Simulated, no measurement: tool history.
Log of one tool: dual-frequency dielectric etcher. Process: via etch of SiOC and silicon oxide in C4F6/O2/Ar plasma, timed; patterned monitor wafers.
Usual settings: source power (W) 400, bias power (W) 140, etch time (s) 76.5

| run | day | source power (W) | bias power (W) | etch time (s) | read-back reference wafer on the same gauge, depth_nm | mean etch depth across the wafer (nm) |
|---|---|---|---|---|---|---|
| 1 | 0.000 | 440 | 140 | 76.5 | 78.8 | 99.7 |
| 2 | 3.462 | 440 | 140 | 76.5 | 78.9 | 98.8 |
| 3 | 5.775 | 400 | 118 | 76.5 | 79.0 | 92.5 |
| 4 | 7.971 | 400 | 118 | 76.5 | 78.9 | 91.3 |
| 5 | 10.471 | 400 | 140 | 58.5 | 78.9 | 72.6 |
| 6 | 13.738 | 400 | 140 | 58.5 | 78.9 | 73.1 |
| 7 | 18.183 | 400 | 140 | 58.5 | 78.8 | 74.1 |
|  | 19.558 | wet clean of the chamber |
|  | 21.504 | gauge calibrated |
| 8 | 21.904 | 400 | 140 | 76.5 | 79.0 | 99.1 |
| 9 | 24.975 | 400 | 140 | 76.5 | 79.0 | 99.1 |
|  | 27.821 | wet clean of the chamber, repeated, since the last time left the tool worse |
| 10 | 28.983 | 490 | 171 | 76.5 | 79.0 | 110.0 |
|  | 30.283 | source power generator calibrated |
|  | 30.354 | bias power generator calibrated |
|  | 33.492 | upper electrode replaced |
| 11 | 33.512 | 400 | 114 | 57.0 | 78.9 | 67.7 |

The next listed run, before its measurement:
| 12 | 37.583 | 360 | 109 | 94.5 | ? | ? |

{"run 12": {"read-back reference wafer on the same gauge, depth_nm": 78.8, "mean etch depth across the wafer (nm)": 105.6}}
Without the tool's hidden state the same run would have given mean etch depth across the wafer (nm) 103.3.

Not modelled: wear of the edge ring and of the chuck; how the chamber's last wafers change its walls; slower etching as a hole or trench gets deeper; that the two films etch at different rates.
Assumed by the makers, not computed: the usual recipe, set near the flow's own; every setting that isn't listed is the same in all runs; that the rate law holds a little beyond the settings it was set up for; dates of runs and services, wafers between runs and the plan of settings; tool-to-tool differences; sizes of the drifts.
